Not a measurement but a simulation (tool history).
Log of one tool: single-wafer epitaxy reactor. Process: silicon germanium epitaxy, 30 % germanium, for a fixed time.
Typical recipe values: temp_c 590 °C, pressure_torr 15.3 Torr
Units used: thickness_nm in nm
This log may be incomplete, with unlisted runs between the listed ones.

run	day	temp_c	pressure_torr	wafers since the last listed run	hours since the last pyrometer calibration	hours since the last manometer calibration	hours since the showerhead was replaced	hours since the gauge calibration	read-back reference wafer on the same gauge, thickness_nm	thickness_nm
1	0.000	590	15.3	0	1803.0	2570.1	4909.8	95.9	41.611	47.025
2	0.688	590	15.3	252	1819.5	2586.6	4926.3	112.4	41.605	46.937
3	1.038	590	15.3	128	1827.9	2595.0	4934.7	120.8	41.586	46.873
4	1.479	590	15.3	161	1838.5	2605.6	4945.3	131.4	41.611	46.850
5	1.929	590	15.3	165	1849.3	2616.4	4956.1	142.2	41.592	47.132
6	2.346	590	13.6	152	1859.3	2626.4	4966.1	152.2	41.578	44.515
7	2.946	590	13.6	220	1873.7	2640.8	4980.5	166.6	41.604	44.534
8	3.279	590	13.6	122	1881.7	2648.8	4988.5	174.6	41.630	44.729
9	3.821	590	15.3	198	1894.7	2661.8	5001.5	187.6	41.587	47.279
10	4.204	590	15.3	140	1903.9	2671.0	5010.7	196.8	41.622	47.030
11	4.542	590	15.3	123	1912.0	2679.1	5018.8	204.9	41.619	46.910
12	4.896	590	15.3	129	1920.5	2687.6	5027.3	213.4	41.591	47.277
# day 5.108: gauge calibrated
13	5.317	580	15.3	154	1930.6	2697.7	5037.4	5.0	41.624	37.954
# day 5.708: capacitance manometer re-zeroed and calibrated
14	6.038	590	17.1	142	1947.9	7.9	5054.7	22.3	41.627	49.534
# day 6.704: showerhead replaced
15	6.725	584	16.9	129	1964.4	24.4	0.5	38.8	41.617	43.430
16	6.846	600	16.7	44	1967.3	27.3	3.4	41.7	41.597	60.273
# day 7.596: pyrometer calibrated
17	7.617	590	15.3	160	0.5	45.8	21.9	60.2	41.593	41.602
18	8.158	590	18.7	198	13.5	58.8	34.9	73.2	41.600	45.955
19	8.567	578	18.5	149	23.3	68.6	44.7	83.0	41.590	35.318
20	9.096	586	11.6	194	36.0	81.3	57.4	95.7	41.632	34.082
21	9.404	597	12.5	113	43.4	88.7	64.8	103.1	41.582	44.483
22	10.083	580	11.6	249	59.7	105.0	81.1	119.4	41.605	29.860

What will run 23 give?
23	10.462	590	15.3	139	68.8	114.1	90.2	128.5	?	?

{"run 23": {"read-back reference wafer on the same gauge, thickness_nm": 41.592, "thickness_nm": 42.347}}
Were there no unlogged condition in the tool, this run, its random variation unchanged, would have produced thickness_nm 41.043 nm.

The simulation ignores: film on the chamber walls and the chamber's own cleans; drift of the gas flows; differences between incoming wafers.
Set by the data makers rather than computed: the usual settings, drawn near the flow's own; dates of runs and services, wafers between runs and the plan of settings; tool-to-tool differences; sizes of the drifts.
